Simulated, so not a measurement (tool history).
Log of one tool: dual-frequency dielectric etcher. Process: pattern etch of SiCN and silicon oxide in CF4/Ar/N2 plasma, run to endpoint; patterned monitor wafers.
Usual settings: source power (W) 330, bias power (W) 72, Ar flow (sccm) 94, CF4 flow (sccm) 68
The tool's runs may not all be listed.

| run | hour | source power (W) | bias power (W) | Ar flow (sccm) | CF4 flow (sccm) | incoming incoming film thickness, nm | endpoint time (s) |
|---|---|---|---|---|---|---|---|
| 1 | 0 | 390 | 72 | 107 | 68 | 14.94 | 20 |
| 2 | 8 | 360 | 72 | 94 | 68 | 14.82 | 20.8 |
| 3 | 16.7 | 360 | 84 | 94 | 63 | 14.65 | 20.2 |
| 4 | 26.8 | 330 | 78 | 74 | 56 | 14.66 | 21.7 |
| 5 | 34.2 | 330 | 72 | 109 | 68 | 14.68 | 22.9 |
| 6 | 47 | 330 | 72 | 94 | 68 | 14.72 | 22.5 |
| 7 | 81.7 | 260 | 72 | 100 | 80 | 14.68 | 27.4 |
| 8 | 99.6 | 330 | 72 | 94 | 68 | 14.55 | 22.3 |
| 9 | 106 | 360 | 72 | 94 | 68 | 14.76 | 21.1 |
| 10 | 118 | 330 | 72 | 94 | 68 | 14.69 | 22.4 |
|  | 130.1 | Ar flow controller replaced |
| 11 | 130.9 | 260 | 86 | 94 | 68 | 14.78 | 27.1 |
| 12 | 144.7 | 330 | 72 | 77 | 68 | 14.59 | 21.9 |
| 13 | 153.5 | 330 | 72 | 94 | 80 | 14.63 | 22.2 |
|  | 182.5 | wet clean of the chamber |
| 14 | 183 | 250 | 72 | 111 | 56 | 14.66 | 29.3 |
| 15 | 183.5 | 400 | 57 | 82 | 54 | 14.73 | 19.8 |
| 16 | 191.8 | 280 | 72 | 114 | 68 | 14.82 | 26.4 |
| 17 | 209.1 | 350 | 72 | 82 | 68 | 14.8 | 20.7 |
| 18 | 220.6 | 330 | 72 | 94 | 68 | 14.72 | 22.1 |
| 19 | 233.2 | 290 | 64 | 101 | 53 | 14.57 | 26.3 |
| 20 | 270.9 | 330 | 72 | 94 | 82 | 14.79 | 22 |
| 21 | 278.8 | 360 | 60 | 103 | 68 | 14.63 | 21.6 |
| 22 | 285.2 | 330 | 88 | 94 | 52 | 14.78 | 22.2 |
| 23 | 302.1 | 330 | 89 | 73 | 53 | 14.62 | 21 |
| 24 | 311.9 | 370 | 72 | 79 | 78 | 14.59 | 19.2 |

5 ways to go on from here, each from the tool as it stands after run 24. What would each give?
| A | 312.3 | 330 | 72 | 94 | 68 | 14.59 | ? |
| B | 312.3 | 330 | 72 | 94 | 54 | 14.59 | ? |
| C | 312.3 | 330 | 66 | 94 | 84 | 14.59 | ? |
| D | 312.3 | 300 | 72 | 106 | 68 | 14.59 | ? |
| E | 312.3 | 310 | 72 | 107 | 84 | 14.59 | ? |

| run | endpoint time (s) |
|---|---|
| A | 22.2 |
| B | 22.9 |
| C | 22 |
| D | 24.5 |
| E | 23.2 |
Without the tool's hidden state the same runs would have given:
| run | endpoint time (s) |
|---|---|
| A | 21.9 |
| B | 22.6 |
| C | 21.7 |
| D | 24.2 |
| E | 22.9 |
